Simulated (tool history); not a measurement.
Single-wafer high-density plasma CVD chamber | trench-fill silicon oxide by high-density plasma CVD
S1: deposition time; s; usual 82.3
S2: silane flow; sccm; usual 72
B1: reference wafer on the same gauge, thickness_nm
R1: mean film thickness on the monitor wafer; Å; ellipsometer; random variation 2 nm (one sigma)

run    hour    S1  S2       B1       R1
  1       0  82.3  72  557.009  5529.18
  2     250  82.3  72  556.453  5514.54
  3   357.5  82.3  72  556.246  5515.65
  4   422.5  82.3  72  556.005  5539.74
  5   526.1  82.3  72  556.757  5461.94
  6   630.8  82.3  72  557.222  5518.52
  7     733  82.3  72  557.143  5491.39
  8   811.5  82.3  72  557.545  5486.36
  9   880.4  71.8  72   556.68  4780.03
 10   917.8  82.3  72  558.137  5425.75
 11   977.9  82.3  72  557.683  5451.49
 12  1072.5  82.3  72  557.362  5461.55
 13  1165.6  94.8  72  556.675  6252.49
 14  1210.4  94.8  72  557.046  6243.55
 15  1258.9  82.3  72  556.756  5440.27
 16  1352.7  82.3  72  557.578  5405.54
 17    1414  75.1  72  557.591  4943.18
 18  1467.8  75.1  72  556.376  4936.27
 19  1546.7  75.1  72  555.644  4914.74
 20  1582.9  82.3  72  557.521  5355.29
 21  1756.2  86.6  79  556.503  6159.86
     1772.6  -- gauge calibrated
 22  1806.9  72.3  79  556.932  5126.91
 23  1849.4  82.3  60  556.727  4446.28
 24  1887.7  96.3  64  556.754     5556
 25  1957.3  73.5  82  556.938  5404.83
 26  2036.3  82.3  72  557.584  5289.97
 27  2087.8  89.2  82  557.212  6533.55
 28  2132.3  75.8  67  556.213  4543.05
     2141.7  -- silane flow controller replaced
 29  2189.2  75.5  67  557.679  4799.69
 30  2264.3  82.3  82  557.449  6369.08
 31  2351.6  76.1  63  557.382  4546.61
 32  2391.8  93.5  72  557.375  6390.08
 33  2489.6  69.6  83  556.849  5462.24
 34  2580.5  97.3  84  556.708  7754.88
 35  2687.1  92.7  86  555.867  7525.43
 36  2835.1  87.3  83  556.764  6862.44
 37  2887.3    75  84  557.131  5925.14
 38  2979.4  82.3  72  558.049  5596.83

Forecast each of these 3 alternatives for the next run:
  A  2979.8  82.3  68   ?   ?
  B  2979.8  74.8  64   ?   ?
  C  2979.8  88.2  76   ?   ?

run       B1       R1
  A  555.659     5256
  B  555.659  4496.02
  C  555.659  6295.48
Without the tool's hidden state the same runs would have given:
run       R1
  A  5281.71
  B  4518.01
  C  6326.27

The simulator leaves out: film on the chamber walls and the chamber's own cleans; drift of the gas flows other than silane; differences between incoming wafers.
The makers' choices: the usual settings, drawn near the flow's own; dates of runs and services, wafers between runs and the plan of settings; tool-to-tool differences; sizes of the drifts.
